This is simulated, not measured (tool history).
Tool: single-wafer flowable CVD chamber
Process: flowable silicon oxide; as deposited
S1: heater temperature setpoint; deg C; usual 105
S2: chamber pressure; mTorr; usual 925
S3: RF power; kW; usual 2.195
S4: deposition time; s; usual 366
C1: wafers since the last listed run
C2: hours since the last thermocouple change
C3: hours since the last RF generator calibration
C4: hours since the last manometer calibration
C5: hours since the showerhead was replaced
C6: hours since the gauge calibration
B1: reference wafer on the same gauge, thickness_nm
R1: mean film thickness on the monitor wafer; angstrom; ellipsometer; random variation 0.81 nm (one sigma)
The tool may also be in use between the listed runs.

run   hour   S1    S2     S3   S4  C1      C2      C3      C4      C5     C6       B1       R1
  1    0.0  105   925  1.850  366   0   973.1  1386.6  2341.8  4630.8  366.0  228.866  2353.72
  2   13.6  112  1051  2.195  366  58   986.7  1400.2  2355.4  4644.4  379.6  228.885  2168.07
  3   22.5  105   821  2.195  366  38   995.6  1409.1  2364.3  4653.3  388.5  229.176  2167.63
  4   32.6  105   925  2.195  366  43  1005.7  1419.2  2374.4  4663.4  398.6  229.080  2439.70
      49.0  -- showerhead replaced
  5   49.5  105   925  2.195  366  38  1022.6  1436.1  2391.3     0.5  415.5  229.065  2435.95
  6   61.8  105   925  2.195  366  52  1034.9  1448.4  2403.6    12.8  427.8  228.956  2429.35
      64.1  -- gauge calibrated
  7   69.9   94   925  2.195  412  34  1043.0  1456.5  2411.7    20.9    5.8  229.017  4026.45
  8   76.4   96   827  2.195  366  27  1049.5  1463.0  2418.2    27.4   12.3  228.966  2976.09
     100.6  -- thermocouple changed; heater temperature recalibrated
     109.0  -- capacitance manometer re-zeroed and calibrated
  9  109.5   96   827  2.195  366  73     8.9  1496.1     0.5    60.5   45.4  229.075  2996.12
 10  109.9   96   827  2.195  366   1     9.3  1496.5     0.9    60.9   45.8  228.956  2980.45
 11  114.0  105   925  1.805  366  17    13.4  1500.6     5.0    65.0   49.9  228.995  2327.26
 12  130.8  105   860  2.195  306  71    30.2  1517.4    21.8    81.8   66.7  229.078  1884.92
 13  144.3  105   925  2.195  366  57    43.7  1530.9    35.3    95.3   80.2  229.007  2433.44
 14  153.3  105   925  2.195  366  38    52.7  1539.9    44.3   104.3   89.2  229.050  2448.07
 15  169.7  105   925  2.565  366  70    69.1  1556.3    60.7   120.7  105.6  229.084  2491.25
 16  183.4  105   925  2.195  366  58    82.8  1570.0    74.4   134.4  119.3  228.974  2438.81
 17  200.8  112   925  2.195  422  74   100.2  1587.4    91.8   151.8  136.7  228.991  2210.60
     219.9  -- RF generator calibrated
 18  220.4  115  1087  2.355  366  49   119.8     0.5   111.4   171.4  156.3  229.098  2063.90
 19  226.2  105   925  2.195  303  24   125.6     6.3   117.2   177.2  162.1  228.926  2016.85
 20  235.2  105  1096  1.895  366  38   134.6    15.3   126.2   186.2  171.1  229.042  2784.41
 21  245.6  119  1005  2.485  388  44   145.0    25.7   136.6   196.6  181.5  229.055  1796.50
 22  258.9  105   817  2.195  366  56   158.3    39.0   149.9   209.9  194.8  229.118  2152.17
 23  270.1  105   817  2.195  366  47   169.5    50.2   161.1   221.1  206.0  229.053  2151.09
 24  278.0  112   925  1.930  325  33   177.4    58.1   169.0   229.0  213.9  228.879  1651.58
 25  295.5  105   925  2.195  366  74   194.9    75.6   186.5   246.5  231.4  229.030  2448.93
 26  301.9  113   925  2.195  366  27   201.3    82.0   192.9   252.9  237.8  229.008  1859.57
 27  314.6  105   925  2.195  366  54   214.0    94.7   205.6   265.6  250.5  228.989  2446.93
 28  328.5  119  1082  2.195  404  59   227.9   108.6   219.5   279.5  264.4  229.002  1987.02
 29  345.8  105   925  2.195  322  73   245.2   125.9   236.8   296.8  281.7  228.940  2149.69

The tool's hidden state at each run:
wafer temperature above the value expected at the setpoint (K): 0 in every run
delivered RF power above the setpoint (%): 0 in every run
true pressure above the setpoint (%): 0 in every run
gauge reads high (%): 0 in every run

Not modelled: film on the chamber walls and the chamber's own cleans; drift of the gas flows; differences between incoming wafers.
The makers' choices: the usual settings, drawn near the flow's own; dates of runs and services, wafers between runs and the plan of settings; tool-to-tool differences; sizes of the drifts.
